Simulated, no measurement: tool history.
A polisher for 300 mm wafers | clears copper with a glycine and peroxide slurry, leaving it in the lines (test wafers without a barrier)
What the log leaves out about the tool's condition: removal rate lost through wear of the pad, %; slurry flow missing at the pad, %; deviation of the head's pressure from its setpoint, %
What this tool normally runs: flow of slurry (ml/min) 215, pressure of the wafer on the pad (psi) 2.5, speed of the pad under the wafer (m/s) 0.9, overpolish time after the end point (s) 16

run,hour,flow of slurry (ml/min),pressure of the wafer on the pad (psi),speed of the pad under the wafer (m/s),overpolish time after the end point (s),wafers since the last listed run,wafers polished on this pad,hours since the slurry nozzle was cleaned,hours since the head pressure was calibrated,"incoming thickness of the incoming film, nm",time until the end point was called (s),dishing of a wide line in a test structure (Å)
1,0,275,2.5,0.9,16,0,790,333.1,1425.5,631,115.3,394
# hour 6.9: worn pad replaced by a new one
2,7.7,275,2.5,0.9,16,24,5,340.8,1433.2,638.1,116.1,397
3,21.7,195,2.5,0.9,16,94,99,354.8,1447.2,641,122.4,391
4,38.6,195,2.5,0.9,16,113,213,371.7,1464.1,649.3,124.4,395
5,50.4,195,2.5,0.9,16,79,292,383.5,1475.9,632.4,123.2,395
6,58.7,215,2.5,0.9,16,55,348,391.8,1484.2,645.7,123.4,397
7,64.9,215,2.5,0.9,16,41,390,398,1490.4,632.5,120.3,384
8,81.1,215,2.5,0.9,16,108,498,414.2,1506.6,627.2,120.9,394
9,93.5,215,2.5,0.9,16,83,582,426.6,1519,636.7,122.8,387
# hour 105.7: worn pad replaced by a new one
10,146.5,215,2.5,0.9,16,329,274,479.6,1572,628.5,119.7,401
11,157.4,215,2.5,0.9,16,73,347,490.5,1582.9,629.9,121.8,386
# hour 167.7: slurry nozzle cleaned
12,174.5,215,2.5,0.9,16,108,456,6.8,1600,646.3,115.4,406
# hour 219.4: worn pad replaced by a new one
13,219.9,215,2.5,0.9,16,278,3,52.2,1645.4,647,116.7,410
14,230.5,215,2.5,1.08,10,71,74,62.8,1656,638.2,107.2,306
# hour 240: head pressure recalibrated
15,247.2,215,2.5,1.08,10,98,173,79.5,7.2,643.6,106.4,316
16,260.8,215,2.5,0.9,16,91,264,93.1,20.8,627.7,114.6,409
17,272.7,170,1.7,0.64,24,80,344,105,32.7,638.2,189.4,380
18,290.6,215,2.8,1.22,16,120,465,122.9,50.6,651.8,92.8,456
19,297.7,285,3,1.06,23,47,513,130,57.7,638.3,89.6,544
20,311.9,285,3,1.06,23,95,608,144.2,71.9,634.1,89.8,549
21,327,185,1.6,0.9,16,101,710,159.3,87,646.6,171.8,314
# hour 334.5: worn pad replaced by a new one
22,335,215,2.5,0.9,16,26,3,167.3,95,646.1,122.2,405
23,349.1,250,2.5,0.6,16,94,98,181.4,109.1,641.4,141.9,359
24,361.1,215,1.7,0.9,16,80,179,193.4,121.1,639.9,162.3,328
25,378.8,215,2.5,0.9,16,119,298,211.1,138.8,641.7,122,412
26,394.3,195,3.1,1.02,16,104,402,226.6,154.3,636.5,94.3,453
27,400.8,185,2.5,1.1,10,43,446,233.1,160.8,635,107.5,304
28,413.2,215,2.5,0.9,16,83,529,245.5,173.2,636.4,119.3,397
# hour 437.5: worn pad replaced by a new one
29,450.8,250,2.5,0.9,16,226,89,283.1,210.8,646.2,120.3,413
30,467.2,215,2.5,0.9,16,110,200,299.5,227.2,645.1,119.7,400
31,478.5,175,2.8,1.08,16,76,276,310.8,238.5,642.2,102.3,429
32,526.4,145,1.9,1.2,10,322,598,358.7,286.4,648.8,140,262

Some steps in time until the end point was called (s) between neighbouring runs. How much of each would the tool show without its hidden state too (settings, what came in, random variation), and how much is left for the hidden state, with any gauge scatter that isn't in both results?
Run 11 -> 12: slurry nozzle cleaned. time until the end point was called (s) -6.4: hidden state -7.7, all else +1.3.
Run 16 -> 17: flow of slurry (ml/min) 215 -> 170, pressure of the wafer on the pad (psi) 2.5 -> 1.7, speed of the pad under the wafer (m/s) 0.9 -> 0.64, overpolish time after the end point (s) 16 -> 24. time until the end point was called (s) +74.8: hidden state +3, all else +71.8.
Run 17 -> 18: flow of slurry (ml/min) 170 -> 215, pressure of the wafer on the pad (psi) 1.7 -> 2.8, speed of the pad under the wafer (m/s) 0.64 -> 1.22, overpolish time after the end point (s) 24 -> 16. time until the end point was called (s) -96.6: hidden state -3, all else -93.6.
Run 20 -> 21: flow of slurry (ml/min) 285 -> 185, pressure of the wafer on the pad (psi) 3 -> 1.6, speed of the pad under the wafer (m/s) 1.06 -> 0.9, overpolish time after the end point (s) 23 -> 16. time until the end point was called (s) +82: hidden state +4.3, all else +77.7.
Run 31 -> 32: flow of slurry (ml/min) 175 -> 145, pressure of the wafer on the pad (psi) 2.8 -> 1.9, speed of the pad under the wafer (m/s) 1.08 -> 1.2, overpolish time after the end point (s) 16 -> 10. time until the end point was called (s) +37.7: hidden state +4, all else +33.7.
